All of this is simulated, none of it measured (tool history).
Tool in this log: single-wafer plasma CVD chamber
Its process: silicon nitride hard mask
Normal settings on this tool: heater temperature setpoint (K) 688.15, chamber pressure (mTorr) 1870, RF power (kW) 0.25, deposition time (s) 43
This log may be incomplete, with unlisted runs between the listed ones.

| run | hour | heater temperature setpoint (K) | chamber pressure (mTorr) | RF power (kW) | deposition time (s) | wafers since the last listed run | hours since the last thermocouple change | hours since the last RF generator calibration | hours since the last manometer calibration | hours since the showerhead was replaced | hours since the gauge calibration | read-back reference wafer on the same gauge, thickness_nm | mean film thickness on the monitor wafer (nm) |
|---|---|---|---|---|---|---|---|---|---|---|---|---|---|
| 1 | 0 | 688.15 | 1870 | 0.25 | 43 | 0 | 1366.7 | 1858.2 | 883.9 | 6037.4 | 237.1 | 45.711 | 42.558 |
| 2 | 22.1 | 688.15 | 1870 | 0.25 | 43 | 322 | 1388.8 | 1880.3 | 906 | 6059.5 | 259.2 | 45.717 | 42.724 |
| 3 | 38.3 | 688.15 | 1870 | 0.25 | 43 | 236 | 1405 | 1896.5 | 922.2 | 6075.7 | 275.4 | 45.715 | 42.662 |
| 4 | 46.9 | 688.15 | 1870 | 0.25 | 43 | 125 | 1413.6 | 1905.1 | 930.8 | 6084.3 | 284 | 45.723 | 42.547 |
| 5 | 60.3 | 688.15 | 1870 | 0.24 | 43 | 195 | 1427 | 1918.5 | 944.2 | 6097.7 | 297.4 | 45.69 | 41.061 |
| 6 | 75.8 | 688.15 | 1870 | 0.24 | 43 | 225 | 1442.5 | 1934 | 959.7 | 6113.2 | 312.9 | 45.709 | 41.244 |
| 7 | 83.4 | 688.15 | 1870 | 0.24 | 43 | 110 | 1450.1 | 1941.6 | 967.3 | 6120.8 | 320.5 | 45.711 | 41.233 |
|  | 91.8 | showerhead replaced |
| 8 | 92.3 | 688.15 | 1870 | 0.25 | 43 | 13 | 1459 | 1950.5 | 976.2 | 0.5 | 329.4 | 45.687 | 42.318 |
|  | 104.1 | capacitance manometer re-zeroed and calibrated |
|  | 112.2 | RF generator calibrated |
| 9 | 112.7 | 688.15 | 1870 | 0.225 | 37.8 | 64 | 1479.4 | 0.5 | 8.6 | 20.9 | 349.8 | 45.714 | 35.744 |
| 10 | 120.1 | 688.15 | 1750 | 0.25 | 49.1 | 107 | 1486.8 | 7.9 | 16 | 28.3 | 357.2 | 45.684 | 49.024 |
| 11 | 135.5 | 688.15 | 1750 | 0.25 | 49.1 | 224 | 1502.2 | 23.3 | 31.4 | 43.7 | 372.6 | 45.691 | 49.109 |
| 12 | 150.1 | 688.15 | 1750 | 0.25 | 49.1 | 212 | 1516.8 | 37.9 | 46 | 58.3 | 387.2 | 45.68 | 49.146 |
| 13 | 157.9 | 688.15 | 1870 | 0.25 | 43 | 113 | 1524.6 | 45.7 | 53.8 | 66.1 | 395 | 45.719 | 43.91 |
| 14 | 164.7 | 688.15 | 1870 | 0.25 | 37 | 99 | 1531.4 | 52.5 | 60.6 | 72.9 | 401.8 | 45.692 | 37.908 |
| 15 | 174.5 | 684.15 | 2190 | 0.25 | 49.3 | 142 | 1541.2 | 62.3 | 70.4 | 82.7 | 411.6 | 45.677 | 52.517 |
| 16 | 180.7 | 688.15 | 2210 | 0.25 | 36.8 | 90 | 1547.4 | 68.5 | 76.6 | 88.9 | 417.8 | 45.718 | 39.297 |
| 17 | 194.2 | 693.15 | 1870 | 0.25 | 43 | 196 | 1560.9 | 82 | 90.1 | 102.4 | 431.3 | 45.703 | 43.867 |
| 18 | 211.3 | 688.15 | 1570 | 0.25 | 36.4 | 249 | 1578 | 99.1 | 107.2 | 119.5 | 448.4 | 45.71 | 35.465 |
| 19 | 219.1 | 692.15 | 1720 | 0.285 | 43 | 113 | 1585.8 | 106.9 | 115 | 127.3 | 456.2 | 45.654 | 46.87 |
| 20 | 226 | 695.15 | 1870 | 0.215 | 47.7 | 100 | 1592.7 | 113.8 | 121.9 | 134.2 | 463.1 | 45.687 | 43.656 |
| 21 | 238.3 | 675.15 | 1870 | 0.25 | 40.1 | 179 | 1605 | 126.1 | 134.2 | 146.5 | 475.4 | 45.713 | 41.277 |
|  | 249.1 | thermocouple changed; heater temperature recalibrated |
| 22 | 250.6 | 688.15 | 1870 | 0.25 | 43 | 62 | 1.5 | 138.4 | 146.5 | 158.8 | 487.7 | 45.691 | 44.053 |
|  | 250.8 | gauge calibrated |
| 23 | 262.8 | 675.15 | 1870 | 0.25 | 36.3 | 177 | 13.7 | 150.6 | 158.7 | 171 | 12 | 45.68 | 37.376 |
| 24 | 270.5 | 677.15 | 2070 | 0.27 | 37.3 | 112 | 21.4 | 158.3 | 166.4 | 178.7 | 19.7 | 45.703 | 41.637 |
| 25 | 281.8 | 688.15 | 1870 | 0.205 | 43 | 164 | 32.7 | 169.6 | 177.7 | 190 | 31 | 45.685 | 38.18 |
| 26 | 295.7 | 688.15 | 1870 | 0.25 | 43 | 202 | 46.6 | 183.5 | 191.6 | 203.9 | 44.9 | 45.684 | 44.089 |
| 27 | 307.7 | 688.15 | 1870 | 0.25 | 35.8 | 174 | 58.6 | 195.5 | 203.6 | 215.9 | 56.9 | 45.738 | 36.836 |
| 28 | 320.5 | 688.15 | 1870 | 0.215 | 43 | 186 | 71.4 | 208.3 | 216.4 | 228.7 | 69.7 | 45.691 | 39.653 |
| 29 | 329.1 | 688.15 | 1870 | 0.25 | 43 | 125 | 80 | 216.9 | 225 | 237.3 | 78.3 | 45.686 | 44.077 |
| 30 | 344.8 | 681.15 | 1870 | 0.25 | 46.3 | 228 | 95.7 | 232.6 | 240.7 | 253 | 94 | 45.687 | 47.713 |

Below are 3 alternative next runs, each starting from the tool's condition after run 30. Predict each:
| A | 345.2 | 688.15 | 1870 | 0.25 | 43 | 5 | 96.1 | 233 | 241.1 | 253.4 | 94.4 | ? | ? |
| B | 345.2 | 676.15 | 1560 | 0.275 | 43 | 5 | 96.1 | 233 | 241.1 | 253.4 | 94.4 | ? | ? |
| C | 345.2 | 688.15 | 1620 | 0.3 | 40.2 | 5 | 96.1 | 233 | 241.1 | 253.4 | 94.4 | ? | ? |

| run | read-back reference wafer on the same gauge, thickness_nm | mean film thickness on the monitor wafer (nm) |
|---|---|---|
| A | 45.683 | 44.256 |
| B | 45.683 | 45.147 |
| C | 45.683 | 44.997 |
The same runs, with their run-to-run variation unchanged, on a tool lacking any hidden condition would have given:
| run | mean film thickness on the monitor wafer (nm) |
|---|---|
| A | 43.98 |
| B | 44.827 |
| C | 44.688 |

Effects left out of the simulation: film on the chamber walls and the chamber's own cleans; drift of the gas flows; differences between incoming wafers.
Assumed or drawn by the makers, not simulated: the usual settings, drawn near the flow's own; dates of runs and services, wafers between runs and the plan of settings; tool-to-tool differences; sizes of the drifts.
